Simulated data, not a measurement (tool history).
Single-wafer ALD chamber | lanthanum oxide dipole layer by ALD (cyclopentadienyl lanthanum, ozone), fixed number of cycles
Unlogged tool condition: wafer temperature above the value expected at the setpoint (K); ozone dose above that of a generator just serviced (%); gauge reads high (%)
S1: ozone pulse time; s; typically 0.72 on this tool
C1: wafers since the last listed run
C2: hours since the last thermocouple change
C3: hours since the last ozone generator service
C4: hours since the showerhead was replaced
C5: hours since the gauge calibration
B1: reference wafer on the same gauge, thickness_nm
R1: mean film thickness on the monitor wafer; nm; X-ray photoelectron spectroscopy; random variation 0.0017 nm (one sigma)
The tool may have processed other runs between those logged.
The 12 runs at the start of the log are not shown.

run,hour,S1,C1,C2,C3,C4,C5,B1,R1
# hour 698.3: thermocouple changed; heater temperature recalibrated
13,745.9,0.72,2571,47.6,1714.4,3486.3,627.7,0.438,0.389
14,794.3,0.64,844,96.0,1762.8,3534.7,676.1,0.438,0.353
15,821.6,0.72,476,123.3,1790.1,3562.0,703.4,0.438,0.388
16,873.1,0.51,898,174.8,1841.6,3613.5,754.9,0.438,0.272
17,925.2,0.61,908,226.9,1893.7,3665.6,807.0,0.438,0.337
18,977.0,0.48,903,278.7,1945.5,3717.4,858.8,0.437,0.247
19,1035.5,0.91,1020,337.2,2004.0,3775.9,917.3,0.438,0.446
# hour 1087.6: showerhead replaced
20,1091.1,0.87,830,392.8,2059.6,3.5,972.9,0.439,0.435
21,1133.4,0.72,737,435.1,2101.9,45.8,1015.2,0.438,0.387
22,1203.1,0.90,1215,504.8,2171.6,115.5,1084.9,0.438,0.443
# hour 1203.9: gauge calibrated
23,1243.6,0.63,706,545.3,2212.1,156.0,39.7,0.439,0.344
# hour 1254.7: ozone generator serviced
24,1282.1,0.72,532,583.8,27.4,194.5,78.2,0.438,0.400
25,1336.3,0.89,945,638.0,81.6,248.7,132.4,0.438,0.454
26,1396.5,0.44,1050,698.2,141.8,308.9,192.6,0.438,0.218
27,1423.4,0.55,469,725.1,168.7,335.8,219.5,0.438,0.307
28,1456.8,0.80,582,758.5,202.1,369.2,252.9,0.437,0.423
29,1502.7,0.63,800,804.4,248.0,415.1,298.8,0.438,0.352
30,1541.5,0.72,676,843.2,286.8,453.9,337.6,0.438,0.396
31,1603.2,0.72,1076,904.9,348.5,515.6,399.3,0.438,0.392

Each row is a separate what-if for the run after 31, all from the same tool condition, not one after another. Results?
A,1603.6,0.93,6,905.3,348.9,516.0,399.7,?,?
B,1603.6,0.88,6,905.3,348.9,516.0,399.7,?,?
C,1603.6,0.98,6,905.3,348.9,516.0,399.7,?,?
D,1603.6,0.94,6,905.3,348.9,516.0,399.7,?,?
E,1603.6,0.47,6,905.3,348.9,516.0,399.7,?,?

run,B1,R1
A,0.438,0.456
B,0.438,0.445
C,0.438,0.466
D,0.438,0.458
E,0.438,0.244
Without the tool's hidden state the same runs would have given:
run,R1
A,0.461
B,0.450
C,0.470
D,0.463
E,0.250

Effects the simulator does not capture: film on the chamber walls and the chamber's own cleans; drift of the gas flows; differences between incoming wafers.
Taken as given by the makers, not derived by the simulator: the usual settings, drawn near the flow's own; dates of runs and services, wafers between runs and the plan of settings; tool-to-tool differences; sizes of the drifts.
